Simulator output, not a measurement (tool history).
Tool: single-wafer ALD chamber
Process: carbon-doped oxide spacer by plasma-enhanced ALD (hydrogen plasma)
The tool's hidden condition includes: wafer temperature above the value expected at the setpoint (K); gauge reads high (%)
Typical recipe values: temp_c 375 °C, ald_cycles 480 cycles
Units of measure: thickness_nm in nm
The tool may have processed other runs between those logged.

run	hour	temp_c	ald_cycles	wafers since the last listed run	hours since the last thermocouple change	hours since the gauge calibration	read-back reference wafer on the same gauge, thickness_nm	thickness_nm
1	0.0	363	480	0	1503.6	97.0	19.814	21.860
2	17.7	363	480	9	1521.3	114.7	19.794	21.919
3	34.7	375	480	9	1538.3	131.7	19.801	22.003
4	46.9	375	480	6	1550.5	143.9	19.799	22.038
5	63.8	375	480	9	1567.4	160.8	19.805	21.989
6	73.1	375	480	5	1576.7	170.1	19.803	21.997
7	79.9	375	480	3	1583.5	176.9	19.797	21.945
8	95.3	375	480	8	1598.9	192.3	19.804	21.850
9	108.1	375	480	6	1611.7	205.1	19.813	21.987
10	116.2	375	480	4	1619.8	213.2	19.798	21.892
11	131.7	375	546	8	1635.3	228.7	19.798	24.954
12	145.0	375	546	7	1648.6	242.0	19.797	24.988
13	155.6	375	546	5	1659.2	252.6	19.809	24.980
14	170.3	372	501	7	1673.9	267.3	19.810	22.818
15	180.8	372	501	5	1684.4	277.8	19.801	22.871
16	194.3	371	480	7	1697.9	291.3	19.796	21.957
# hour 207.7: thermocouple changed; heater temperature recalibrated
17	208.2	371	480	3	0.5	305.2	19.811	22.069
# hour 210.1: gauge calibrated
18	210.7	371	480	1	3.0	0.6	19.802	22.006
19	222.5	375	480	6	14.8	12.4	19.791	22.001
20	237.6	375	480	8	29.9	27.5	19.807	21.921
21	247.7	365	480	5	40.0	37.6	19.800	22.003
22	265.5	385	514	9	57.8	55.4	19.796	23.494
23	272.6	370	480	3	64.9	62.5	19.796	21.928
24	289.7	382	423	9	82.0	79.6	19.799	19.223
25	297.0	364	480	3	89.3	86.9	19.799	21.872
26	308.0	365	480	5	100.3	97.9	19.797	22.009
27	318.4	375	480	5	110.7	108.3	19.810	21.976
28	327.3	363	404	4	119.6	117.2	19.799	18.437
29	334.0	381	555	3	126.3	123.9	19.807	25.367
30	345.6	371	540	6	137.9	135.5	19.800	24.604
31	352.5	384	480	3	144.8	142.4	19.797	22.006
32	366.7	382	480	7	159.0	156.6	19.792	21.969
33	378.7	388	537	6	171.0	168.6	19.808	24.603
34	388.9	367	390	5	181.2	178.8	19.792	17.717
35	401.3	362	456	6	193.6	191.2	19.807	20.863
36	412.4	366	547	5	204.7	202.3	19.790	25.029
37	424.5	375	480	6	216.8	214.4	19.791	21.973
38	441.5	375	480	9	233.8	231.4	19.808	21.937
39	455.3	383	389	7	247.6	245.2	19.799	17.793
40	464.4	386	480	4	256.7	254.3	19.806	21.896

List, for all runs, the conditions of the tool that the log does not record:
wafer temperature above the value expected at the setpoint (K): 0 on each run
gauge reads high (%): 0 on each run
